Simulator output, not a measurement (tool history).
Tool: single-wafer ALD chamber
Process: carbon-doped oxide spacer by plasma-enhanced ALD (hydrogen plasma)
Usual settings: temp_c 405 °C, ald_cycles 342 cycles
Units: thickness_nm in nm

run,hour,temp_c,ald_cycles,wafers since the last listed run,hours since the last thermocouple change,hours since the gauge calibration,"read-back reference wafer on the same gauge, thickness_nm",thickness_nm
1,0,394,322,0,2347.2,192.3,14.972,17.34
2,13.1,405,387,13,2360.3,205.4,14.955,20.505
3,19.5,405,387,6,2366.7,211.8,14.976,20.567
4,31.1,416,342,12,2378.3,223.4,14.986,17.494
5,38.1,405,294,7,2385.3,230.4,15.007,15.551
6,52.6,405,342,15,2399.8,244.9,15.002,18.155
7,65.3,415,316,13,2412.5,257.6,15.032,16.304
8,75.4,405,342,10,2422.6,267.7,15.015,18.126
9,93.2,405,342,18,2440.4,285.5,15.055,18.29
10,105.4,405,342,12,2452.6,297.7,15.057,18.219
11,111.5,399,342,6,2458.7,303.8,15.063,18.6
12,117.7,399,342,6,2464.9,310,15.06,18.553
13,132.3,405,357,15,2479.5,324.6,15.096,19.072
14,143.9,405,342,12,2491.1,336.2,15.101,18.219
15,155.2,405,342,11,2502.4,347.5,15.112,18.303
16,170.4,405,360,15,2517.6,362.7,15.123,19.275
17,178.6,405,311,8,2525.8,370.9,15.139,16.75
# hour 188.6: gauge calibrated
18,191.7,405,342,13,2538.9,3.1,14.953,18.139
19,197.7,397,321,6,2544.9,9.1,14.96,17.18
20,212.7,396,316,15,2559.9,24.1,14.934,16.899
# hour 223.6: thermocouple changed; heater temperature recalibrated
21,224.6,405,408,4,1,36,14.946,21.648
22,236.6,394,306,12,13,48,14.947,16.552
23,255.3,405,342,19,31.7,66.7,14.959,18.178
24,268.2,414,401,13,44.6,79.6,14.944,20.48
25,278.8,405,342,11,55.2,90.2,14.979,18.175
26,287.3,393,368,8,63.7,98.7,14.966,19.805
27,302.2,410,277,15,78.6,113.6,14.956,14.447
28,316.8,409,410,15,93.2,128.2,14.975,21.49

How the hidden state differs across the entries between the runs, from the last listed run before each to the first after it:
Between runs 17 and 18: gauge calibrated (hour 188.6)
  gauge reads high (%): 1.65 -> 0.316
  measured less the result without the state, thickness_nm: +0.273 -> +0.057 nm
Between runs 20 and 21: thermocouple changed; heater temperature recalibrated (hour 223.6)
  gauge reads high (%): 0.322 -> 0.331
  measured less the result without the state, thickness_nm: +0.054 -> +0.071 nm
